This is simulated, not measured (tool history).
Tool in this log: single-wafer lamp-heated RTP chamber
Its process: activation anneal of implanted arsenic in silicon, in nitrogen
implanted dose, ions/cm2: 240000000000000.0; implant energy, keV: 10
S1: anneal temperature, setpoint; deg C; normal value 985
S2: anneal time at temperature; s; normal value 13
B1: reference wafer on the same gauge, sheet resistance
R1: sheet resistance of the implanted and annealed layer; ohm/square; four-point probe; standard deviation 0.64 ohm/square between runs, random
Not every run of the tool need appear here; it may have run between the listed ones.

Run 1, hour 0.0: usual settings; B1 411.03. Result: R1 424.66 ohm/square.
Run 2, hour 93.5: usual settings; B1 410.97. Result: R1 422.84 ohm/square.
Run 3, hour 157.4: usual settings; B1 411.03. Result: R1 421.74 ohm/square.
At hour 196.6: reflector plate cleaned.
Run 4, hour 254.0: usual settings; B1 411.02. Result: R1 422.51 ohm/square.
At hour 268.6: pyrometer window cleaned and pyrometer calibrated.
Run 5, hour 309.0: usual settings; B1 411.00. Result: R1 423.56 ohm/square.
Run 6, hour 381.0: usual settings but S1 1009 deg C; B1 411.04. Result: R1 419.24 ohm/square.
Run 7, hour 470.1: usual settings but S1 1009 deg C; B1 410.90. Result: R1 417.72 ohm/square.
Run 8, hour 522.3: usual settings but S1 972 deg C, S2 10 s; B1 410.92. Result: R1 427.66 ohm/square.
Run 9, hour 581.3: usual settings; B1 410.96. Result: R1 422.02 ohm/square.
At hour 595.9: pyrometer window cleaned and pyrometer calibrated.
At hour 646.0: gauge calibrated.
At hour 671.4: reflector plate cleaned.
Run 10, hour 687.1: usual settings; B1 410.98. Result: R1 423.55 ohm/square.
Run 11, hour 750.9: usual settings; B1 410.94. Result: R1 422.28 ohm/square.
Run 12, hour 821.5: usual settings; B1 410.89. Result: R1 422.93 ohm/square.
Run 13, hour 912.3: usual settings; B1 410.98. Result: R1 421.93 ohm/square.
Run 14, hour 963.9: usual settings; B1 411.03. Result: R1 423.01 ohm/square.
Run 15, hour 1000.7: usual settings; B1 410.97. Result: R1 422.86 ohm/square.
At hour 1012.7: pyrometer window cleaned and pyrometer calibrated.
Run 16, hour 1075.1: usual settings; B1 410.99. Result: R1 423.32 ohm/square.
Run 17, hour 1138.1: usual settings; B1 411.05. Result: R1 423.05 ohm/square.
At hour 1150.9: reflector plate cleaned.
Run 18, hour 1180.5: usual settings but S2 8 s; B1 411.16. Result: R1 427.01 ohm/square.
Run 19, hour 1262.3: usual settings but S1 1002 deg C, S2 10 s; B1 410.99. Result: R1 422.25 ohm/square.
Run 20, hour 1352.8: usual settings but S1 1009 deg C, S2 15 s; B1 411.02. Result: R1 415.84 ohm/square.
Run 21, hour 1405.7: usual settings but S1 972 deg C, S2 10 s; B1 410.93. Result: R1 427.90 ohm/square.
At hour 1427.0: pyrometer window cleaned and pyrometer calibrated.
Run 22, hour 1460.9: usual settings but S1 972 deg C, S2 5 s; B1 410.97. Result: R1 432.28 ohm/square.
Run 23, hour 1541.6: usual settings but S1 1002 deg C, S2 10 s; B1 410.96. Result: R1 421.69 ohm/square.
Run 24, hour 1624.5: usual settings but S1 995 deg C, S2 7 s; B1 410.82. Result: R1 424.99 ohm/square.
At hour 1690.5: reflector plate cleaned.
Run 25, hour 1691.0: usual settings but S1 969 deg C, S2 7 s; B1 411.03. Result: R1 428.72 ohm/square.
Run 26, hour 1743.6: usual settings but S1 1000 deg C, S2 6 s; B1 411.04. Result: R1 425.24 ohm/square.
Run 27, hour 1823.0: usual settings but S1 993 deg C, S2 18 s; B1 410.97. Result: R1 418.28 ohm/square.
At hour 1857.5: pyrometer window cleaned and pyrometer calibrated.
Run 28, hour 1900.5: usual settings but S1 964 deg C, S2 7 s; B1 410.95. Result: R1 430.61 ohm/square.

What if the next run were any one of these 5? Each begins from the tool's condition after run 28:
Run A, hour 1900.9: usual settings; B1 ?. Result: R1 ?.
Run B, hour 1900.9: usual settings but S1 1005 deg C; B1 ?. Result: R1 ?.
Run C, hour 1900.9: usual settings but S1 1013 deg C, S2 20 s; B1 ?. Result: R1 ?.
Run D, hour 1900.9: usual settings but S1 965 deg C, S2 9 s; B1 ?. Result: R1 ?.
Run E, hour 1900.9: usual settings but S1 1004 deg C, S2 21 s; B1 ?. Result: R1 ?.

run      B1      R1
  A  411.13  423.70
  B  411.13  419.80
  C  411.13  413.47
  D  411.13  428.99
  E  411.13  415.33
With the hidden condition removed and each run's random variation left untouched, the same runs would have given:
run      R1
  A  424.58
  B  420.82
  C  414.79
  D  429.48
  E  416.60
